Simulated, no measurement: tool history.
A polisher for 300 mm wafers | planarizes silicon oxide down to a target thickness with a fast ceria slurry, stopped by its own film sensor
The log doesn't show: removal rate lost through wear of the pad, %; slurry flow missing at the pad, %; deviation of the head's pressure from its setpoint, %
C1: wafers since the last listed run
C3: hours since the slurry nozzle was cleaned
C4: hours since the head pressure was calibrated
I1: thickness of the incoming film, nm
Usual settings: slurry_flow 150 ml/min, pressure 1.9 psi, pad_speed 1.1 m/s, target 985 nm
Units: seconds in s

run 1 hour=0 | slurry_flow=150 pressure=2.3 pad_speed=1.1 target=985 | C1=0 wafers_polished_on_this_pad=384 C3=291.2 C4=190.2 | I1=1790.6 | seconds=58.4
run 2 hour=15.3 | slurry_flow=150 pressure=2.3 pad_speed=1.1 target=985 | C1=99 wafers_polished_on_this_pad=483 C3=306.5 C4=205.5 | I1=1816.1 | seconds=62
run 3 hour=33 | slurry_flow=150 pressure=1.9 pad_speed=1.1 target=985 | C1=114 wafers_polished_on_this_pad=598 C3=324.2 C4=223.2 | I1=1788.7 | seconds=73.4
run 4 hour=47.1 | slurry_flow=150 pressure=1.9 pad_speed=1.1 target=985 | C1=91 wafers_polished_on_this_pad=690 C3=338.3 C4=237.3 | I1=1816.2 | seconds=73.8
-- hour=56.5 worn pad replaced by a new one
run 5 hour=61.2 | slurry_flow=150 pressure=1.9 pad_speed=1.1 target=985 | C1=65 wafers_polished_on_this_pad=30 C3=352.4 C4=251.4 | I1=1791 | seconds=72.6
run 6 hour=72.5 | slurry_flow=150 pressure=1.9 pad_speed=1.1 target=985 | C1=73 wafers_polished_on_this_pad=103 C3=363.7 C4=262.7 | I1=1797.2 | seconds=72.2
run 7 hour=88.6 | slurry_flow=150 pressure=1.9 pad_speed=1.1 target=852 | C1=104 wafers_polished_on_this_pad=208 C3=379.8 C4=278.8 | I1=1783.9 | seconds=81.8
run 8 hour=106 | slurry_flow=150 pressure=2.1 pad_speed=1.1 target=985 | C1=112 wafers_polished_on_this_pad=320 C3=397.2 C4=296.2 | I1=1771.9 | seconds=64.4
run 9 hour=112.8 | slurry_flow=150 pressure=2.1 pad_speed=1.1 target=985 | C1=44 wafers_polished_on_this_pad=364 C3=404 C4=303 | I1=1821.6 | seconds=67
run 10 hour=120.5 | slurry_flow=150 pressure=1.9 pad_speed=1.1 target=985 | C1=49 wafers_polished_on_this_pad=414 C3=411.7 C4=310.7 | I1=1795 | seconds=76.1
run 11 hour=127.2 | slurry_flow=150 pressure=1.9 pad_speed=1.1 target=985 | C1=43 wafers_polished_on_this_pad=458 C3=418.4 C4=317.4 | I1=1832.7 | seconds=76.4
run 12 hour=138.5 | slurry_flow=150 pressure=1.4 pad_speed=1.1 target=985 | C1=73 wafers_polished_on_this_pad=531 C3=429.7 C4=328.7 | I1=1810 | seconds=100.6
-- hour=140.2 slurry nozzle cleaned
run 13 hour=150.7 | slurry_flow=150 pressure=1.9 pad_speed=1.1 target=985 | C1=72 wafers_polished_on_this_pad=604 C3=10.5 C4=340.9 | I1=1769.2 | seconds=71.6
run 14 hour=157.9 | slurry_flow=150 pressure=1.9 pad_speed=1.1 target=985 | C1=46 wafers_polished_on_this_pad=650 C3=17.7 C4=348.1 | I1=1772.5 | seconds=73.2
-- hour=166 worn pad replaced by a new one
run 15 hour=173.9 | slurry_flow=150 pressure=1.9 pad_speed=1.1 target=985 | C1=77 wafers_polished_on_this_pad=51 C3=33.7 C4=364.1 | I1=1800.3 | seconds=75.7
run 16 hour=184.2 | slurry_flow=150 pressure=2.5 pad_speed=0.84 target=1083 | C1=66 wafers_polished_on_this_pad=118 C3=44 C4=374.4 | I1=1792.9 | seconds=58.4
run 17 hour=195.6 | slurry_flow=150 pressure=1.9 pad_speed=1.22 target=1131 | C1=73 wafers_polished_on_this_pad=192 C3=55.4 C4=385.8 | I1=1800.4 | seconds=59.1
run 18 hour=209.6 | slurry_flow=180 pressure=1.9 pad_speed=1.28 target=985 | C1=90 wafers_polished_on_this_pad=282 C3=69.4 C4=399.8 | I1=1809.8 | seconds=65.7
run 19 hour=226.6 | slurry_flow=165 pressure=1.9 pad_speed=0.9 target=1173 | C1=110 wafers_polished_on_this_pad=392 C3=86.4 C4=416.8 | I1=1826.8 | seconds=65.5
-- hour=237.4 head pressure recalibrated
run 20 hour=237.9 | slurry_flow=150 pressure=2.3 pad_speed=1.1 target=752 | C1=60 wafers_polished_on_this_pad=453 C3=97.7 C4=0.5 | I1=1766.6 | seconds=70.8
run 21 hour=244.7 | slurry_flow=150 pressure=1.9 pad_speed=1.1 target=985 | C1=44 wafers_polished_on_this_pad=497 C3=104.5 C4=7.3 | I1=1801 | seconds=68.2
run 22 hour=256 | slurry_flow=180 pressure=1.9 pad_speed=1.1 target=1207 | C1=73 wafers_polished_on_this_pad=570 C3=115.8 C4=18.6 | I1=1791 | seconds=48.5
-- hour=274.8 worn pad replaced by a new one
run 23 hour=275.3 | slurry_flow=130 pressure=1.9 pad_speed=1.1 target=985 | C1=99 wafers_polished_on_this_pad=3 C3=135.1 C4=37.9 | I1=1805.8 | seconds=71.6
run 24 hour=278.7 | slurry_flow=150 pressure=1.9 pad_speed=0.8 target=985 | C1=22 wafers_polished_on_this_pad=25 C3=138.5 C4=41.3 | I1=1788.4 | seconds=82.4
run 25 hour=293.3 | slurry_flow=150 pressure=1.9 pad_speed=1.1 target=985 | C1=94 wafers_polished_on_this_pad=120 C3=153.1 C4=55.9 | I1=1819.9 | seconds=72.1
run 26 hour=306.4 | slurry_flow=150 pressure=1.9 pad_speed=1.34 target=985 | C1=84 wafers_polished_on_this_pad=205 C3=166.2 C4=69 | I1=1810.3 | seconds=61.4
run 27 hour=318.5 | slurry_flow=150 pressure=1.9 pad_speed=1.1 target=985 | C1=78 wafers_polished_on_this_pad=283 C3=178.3 C4=81.1 | I1=1804.9 | seconds=69.2
run 28 hour=332.6 | slurry_flow=165 pressure=2.2 pad_speed=0.88 target=701 | C1=91 wafers_polished_on_this_pad=374 C3=192.4 C4=95.2 | I1=1766.9 | seconds=92
run 29 hour=358.1 | slurry_flow=110 pressure=1.9 pad_speed=1.1 target=1251 | C1=165 wafers_polished_on_this_pad=540 C3=217.9 C4=120.7 | I1=1801 | seconds=51.1
run 30 hour=367.7 | slurry_flow=185 pressure=2.2 pad_speed=0.82 target=889 | C1=62 wafers_polished_on_this_pad=602 C3=227.5 C4=130.3 | I1=1804.1 | seconds=78.5

What the log doesn't show, run by run:
removal rate lost through wear of the pad, %: 0 in every run
slurry flow missing at the pad, %: 0 in every run
H1: deviation of the head's pressure from its setpoint, %
run=1 H1=-3.29
run=2 H1=-3.6
run=3 H1=-3.95
run=4 H1=-4.23
run=5 H1=-4.51
run=6 H1=-4.74
run=7 H1=-5.06
run=8 H1=-5.41
run=9 H1=-5.54
run=10 H1=-5.7
run=11 H1=-5.83
run=12 H1=-6.05
run=13 H1=-6.3
run=14 H1=-6.44
run=15 H1=-6.76
run=16 H1=-6.97
run=17 H1=-7.19
run=18 H1=-7.47
run=19 H1=-7.81
run=20 H1=1.09
run=21 H1=0.951
run=22 H1=0.726
run=23 H1=0.342
run=24 H1=0.274
run=25 H1=-0.017
run=26 H1=-0.278
run=27 H1=-0.519
run=28 H1=-0.8
run=29 H1=-1.31
run=30 H1=-1.5
